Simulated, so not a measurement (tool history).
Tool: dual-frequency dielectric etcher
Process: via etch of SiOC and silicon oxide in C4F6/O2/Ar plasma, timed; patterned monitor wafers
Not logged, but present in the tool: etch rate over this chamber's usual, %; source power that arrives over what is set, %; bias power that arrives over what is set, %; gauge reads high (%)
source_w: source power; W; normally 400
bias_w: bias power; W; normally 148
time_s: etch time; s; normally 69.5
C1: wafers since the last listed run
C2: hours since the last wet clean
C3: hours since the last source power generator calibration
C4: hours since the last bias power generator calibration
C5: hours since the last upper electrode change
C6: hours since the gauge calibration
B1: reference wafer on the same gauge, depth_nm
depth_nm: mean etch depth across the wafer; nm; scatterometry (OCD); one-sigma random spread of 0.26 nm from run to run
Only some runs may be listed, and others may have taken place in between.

Run 1, hour 0: usual settings; C1 0; C2 388.1; C3 3866.4; C4 3301.6; C5 3626.5; C6 151; B1 70.5. Result: depth_nm 73.5 nm.
Run 2, hour 7.5: usual settings; C1 88; C2 395.6; C3 3873.9; C4 3309.1; C5 3634; C6 158.5; B1 70.6. Result: depth_nm 73.6 nm.
Run 3, hour 16.2: usual settings; C1 102; C2 404.3; C3 3882.6; C4 3317.8; C5 3642.7; C6 167.2; B1 70.6. Result: depth_nm 73.1 nm.
Run 4, hour 23.4: usual settings; C1 84; C2 411.5; C3 3889.8; C4 3325; C5 3649.9; C6 174.4; B1 70.6. Result: depth_nm 73.5 nm.
Run 5, hour 34.2: usual settings; C1 127; C2 422.3; C3 3900.6; C4 3335.8; C5 3660.7; C6 185.2; B1 70.6. Result: depth_nm 73.7 nm.
Run 6, hour 76: usual settings; C1 492; C2 464.1; C3 3942.4; C4 3377.6; C5 3702.5; C6 227; B1 70.6. Result: depth_nm 73 nm.
Run 7, hour 90: usual settings; C1 165; C2 478.1; C3 3956.4; C4 3391.6; C5 3716.5; C6 241; B1 70.6. Result: depth_nm 73.3 nm.
At hour 120: wet clean of the chamber.
Run 8, hour 120.5: usual settings; C1 76; C2 0.5; C3 3986.9; C4 3422.1; C5 3747; C6 271.5; B1 70.6. Result: depth_nm 73.3 nm.
Run 9, hour 120.8: usual settings; C1 3; C2 0.8; C3 3987.2; C4 3422.4; C5 3747.3; C6 271.8; B1 70.6. Result: depth_nm 73.2 nm.
Run 10, hour 121.1: usual settings but source_w 340 W; C1 3; C2 1.1; C3 3987.5; C4 3422.7; C5 3747.6; C6 272.1; B1 70.6. Result: depth_nm 68.6 nm.
Run 11, hour 135.9: usual settings but source_w 340 W; C1 174; C2 15.9; C3 4002.3; C4 3437.5; C5 3762.4; C6 286.9; B1 70.6. Result: depth_nm 68.3 nm.
Run 12, hour 142.5: usual settings but source_w 340 W; C1 77; C2 22.5; C3 4008.9; C4 3444.1; C5 3769; C6 293.5; B1 70.5. Result: depth_nm 68.2 nm.
Run 13, hour 158.9: usual settings; C1 193; C2 38.9; C3 4025.3; C4 3460.5; C5 3785.4; C6 309.9; B1 70.5. Result: depth_nm 73.4 nm.
Run 14, hour 170.9: usual settings; C1 141; C2 50.9; C3 4037.3; C4 3472.5; C5 3797.4; C6 321.9; B1 70.6. Result: depth_nm 73.1 nm.
Run 15, hour 188.8: usual settings; C1 211; C2 68.8; C3 4055.2; C4 3490.4; C5 3815.3; C6 339.8; B1 70.6. Result: depth_nm 72.9 nm.
At hour 215.1: bias power generator calibrated.
At hour 221.3: upper electrode replaced.
Run 16, hour 221.8: usual settings but source_w 310 W, bias_w 159 W, time_s 58.5 s; C1 268; C2 101.8; C3 4088.2; C4 6.7; C5 0.5; C6 372.8; B1 70.6. Result: depth_nm 56.5 nm.
Run 17, hour 222.2: usual settings but source_w 370 W, bias_w 130 W, time_s 51 s; C1 4; C2 102.2; C3 4088.6; C4 7.1; C5 0.9; C6 373.2; B1 70.7. Result: depth_nm 50.2 nm.
Run 18, hour 223.9: usual settings but source_w 350 W, bias_w 163 W, time_s 79.5 s; C1 20; C2 103.9; C3 4090.3; C4 8.8; C5 2.6; C6 374.9; B1 70.6. Result: depth_nm 81.7 nm.

What does the tool deliver on the next run?
Run 19, hour 236: usual settings but source_w 360 W, bias_w 123 W, time_s 53.5 s; C1 142; C2 116; C3 4102.4; C4 20.9; C5 14.7; C6 387; B1 ?. Result: depth_nm ?.

Run 19 yielded B1 70.6, depth_nm 51.6 nm.
On a tool with no hidden condition, and with the same random variation, this run would have come out at depth_nm 51.6 nm.
